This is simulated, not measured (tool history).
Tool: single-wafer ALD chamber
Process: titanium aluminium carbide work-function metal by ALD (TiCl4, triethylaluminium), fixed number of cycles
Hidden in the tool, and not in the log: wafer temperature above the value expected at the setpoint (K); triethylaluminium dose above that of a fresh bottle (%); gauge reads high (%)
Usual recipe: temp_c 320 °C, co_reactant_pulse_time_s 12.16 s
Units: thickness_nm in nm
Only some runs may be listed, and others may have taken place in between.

| run | hour | temp_c | co_reactant_pulse_time_s | wafers since the last listed run | hours since the last thermocouple change | hours since the last triethylaluminium bottle change | hours since the showerhead was replaced | hours since the gauge calibration | read-back reference wafer on the same gauge, thickness_nm | thickness_nm |
|---|---|---|---|---|---|---|---|---|---|---|
| 1 | 0.0 | 320 | 12.16 | 0 | 1357.2 | 1370.7 | 2903.1 | 2011.6 | 1.750 | 2.093 |
| 2 | 87.8 | 311 | 8.63 | 1122 | 1445.0 | 1458.5 | 2990.9 | 2099.4 | 1.751 | 1.949 |
| 3 | 144.7 | 311 | 8.63 | 727 | 1501.9 | 1515.4 | 3047.8 | 2156.3 | 1.750 | 1.943 |
| 4 | 191.8 | 320 | 12.16 | 602 | 1549.0 | 1562.5 | 3094.9 | 2203.4 | 1.749 | 2.090 |
| 5 | 431.4 | 320 | 12.16 | 3062 | 1788.6 | 1802.1 | 3334.5 | 2443.0 | 1.749 | 2.077 |
| 6 | 536.4 | 320 | 12.16 | 1342 | 1893.6 | 1907.1 | 3439.5 | 2548.0 | 1.750 | 2.064 |
| 7 | 584.3 | 326 | 12.16 | 612 | 1941.5 | 1955.0 | 3487.4 | 2595.9 | 1.749 | 2.106 |
| 8 | 691.7 | 320 | 9.12 | 1372 | 2048.9 | 2062.4 | 3594.8 | 2703.3 | 1.751 | 1.971 |
|  | 704.7 | triethylaluminium bottle replaced |
|  | 755.9 | thermocouple changed; heater temperature recalibrated |
| 9 | 769.4 | 320 | 8.73 | 788 | 13.5 | 64.7 | 3672.5 | 2781.0 | 1.750 | 2.051 |
|  | 824.1 | gauge calibrated |
| 10 | 870.9 | 320 | 8.73 | 1297 | 115.0 | 166.2 | 3774.0 | 46.8 | 1.751 | 2.045 |
| 11 | 966.9 | 311 | 15.50 | 1227 | 211.0 | 262.2 | 3870.0 | 142.8 | 1.749 | 2.058 |
| 12 | 1119.4 | 320 | 14.33 | 1949 | 363.5 | 414.7 | 4022.5 | 295.3 | 1.750 | 2.126 |
| 13 | 1157.1 | 320 | 16.93 | 481 | 401.2 | 452.4 | 4060.2 | 333.0 | 1.749 | 2.146 |
| 14 | 1246.8 | 329 | 10.56 | 1146 | 490.9 | 542.1 | 4149.9 | 422.7 | 1.750 | 2.157 |
| 15 | 1294.6 | 325 | 14.52 | 611 | 538.7 | 589.9 | 4197.7 | 470.5 | 1.751 | 2.162 |
| 16 | 1394.2 | 327 | 10.37 | 1273 | 638.3 | 689.5 | 4297.3 | 570.1 | 1.749 | 2.143 |
| 17 | 1500.6 | 316 | 7.91 | 1360 | 744.7 | 795.9 | 4403.7 | 676.5 | 1.749 | 1.993 |
| 18 | 1558.4 | 326 | 15.67 | 738 | 802.5 | 853.7 | 4461.5 | 734.3 | 1.749 | 2.182 |
| 19 | 1632.6 | 320 | 10.13 | 948 | 876.7 | 927.9 | 4535.7 | 808.5 | 1.750 | 2.076 |
|  | 1646.0 | showerhead replaced |
| 20 | 1673.2 | 320 | 12.16 | 416 | 917.3 | 968.5 | 27.2 | 849.1 | 1.749 | 2.100 |
| 21 | 1759.6 | 330 | 9.81 | 1104 | 1003.7 | 1054.9 | 113.6 | 935.5 | 1.749 | 2.133 |
| 22 | 1828.7 | 320 | 12.16 | 883 | 1072.8 | 1124.0 | 182.7 | 1004.6 | 1.751 | 2.108 |
| 23 | 1898.7 | 309 | 15.50 | 894 | 1142.8 | 1194.0 | 252.7 | 1074.6 | 1.750 | 2.047 |
| 24 | 1960.7 | 334 | 9.73 | 792 | 1204.8 | 1256.0 | 314.7 | 1136.6 | 1.750 | 2.149 |
| 25 | 2184.1 | 307 | 9.72 | 2855 | 1428.2 | 1479.4 | 538.1 | 1360.0 | 1.749 | 1.944 |
| 26 | 2248.2 | 313 | 7.36 | 819 | 1492.3 | 1543.5 | 602.2 | 1424.1 | 1.750 | 1.902 |
| 27 | 2295.0 | 310 | 16.71 | 598 | 1539.1 | 1590.3 | 649.0 | 1470.9 | 1.751 | 2.058 |
| 28 | 2376.1 | 311 | 8.63 | 1036 | 1620.2 | 1671.4 | 730.1 | 1552.0 | 1.749 | 1.939 |
| 29 | 2481.1 | 328 | 7.31 | 1342 | 1725.2 | 1776.4 | 835.1 | 1657.0 | 1.750 | 1.975 |
| 30 | 2573.9 | 320 | 9.98 | 1186 | 1818.0 | 1869.2 | 927.9 | 1749.8 | 1.751 | 2.016 |
| 31 | 2677.8 | 311 | 8.53 | 1328 | 1921.9 | 1973.1 | 1031.8 | 1853.7 | 1.750 | 1.892 |
| 32 | 2731.6 | 334 | 14.91 | 687 | 1975.7 | 2026.9 | 1085.6 | 1907.5 | 1.750 | 2.198 |
|  | 2758.4 | thermocouple changed; heater temperature recalibrated |
|  | 2782.9 | triethylaluminium bottle replaced |
| 33 | 2786.1 | 320 | 12.16 | 492 | 27.7 | 3.2 | 1140.1 | 1962.0 | 1.751 | 2.116 |

Entry by entry between the runs, the difference in hidden state between the last listed run before and the first listed run after:
Runs 8 to 9: triethylaluminium bottle replaced (hour 704.7); thermocouple changed; heater temperature recalibrated (hour 755.9)
  triethylaluminium dose above that of a fresh bottle (%): -29.7 -> -0.53
  measured value less the no-hidden-state value, thickness_nm: -0.100 -> -0.002 nm
Runs 9 to 10: gauge calibrated (hour 824.1)
  triethylaluminium dose above that of a fresh bottle (%): -0.53 -> -0.691
  measured value less the no-hidden-state value, thickness_nm: -0.002 -> -0.001 nm
Runs 19 to 20: showerhead replaced (hour 1646.0)
  triethylaluminium dose above that of a fresh bottle (%): -6.42 -> -6.94
  measured value less the no-hidden-state value, thickness_nm: -0.012 -> -0.009 nm
Runs 32 to 33: thermocouple changed; heater temperature recalibrated (hour 2758.4); triethylaluminium bottle replaced (hour 2782.9)
  triethylaluminium dose above that of a fresh bottle (%): -28.7 -> -1.02
  measured value less the no-hidden-state value, thickness_nm: -0.036 -> -0.001 nm

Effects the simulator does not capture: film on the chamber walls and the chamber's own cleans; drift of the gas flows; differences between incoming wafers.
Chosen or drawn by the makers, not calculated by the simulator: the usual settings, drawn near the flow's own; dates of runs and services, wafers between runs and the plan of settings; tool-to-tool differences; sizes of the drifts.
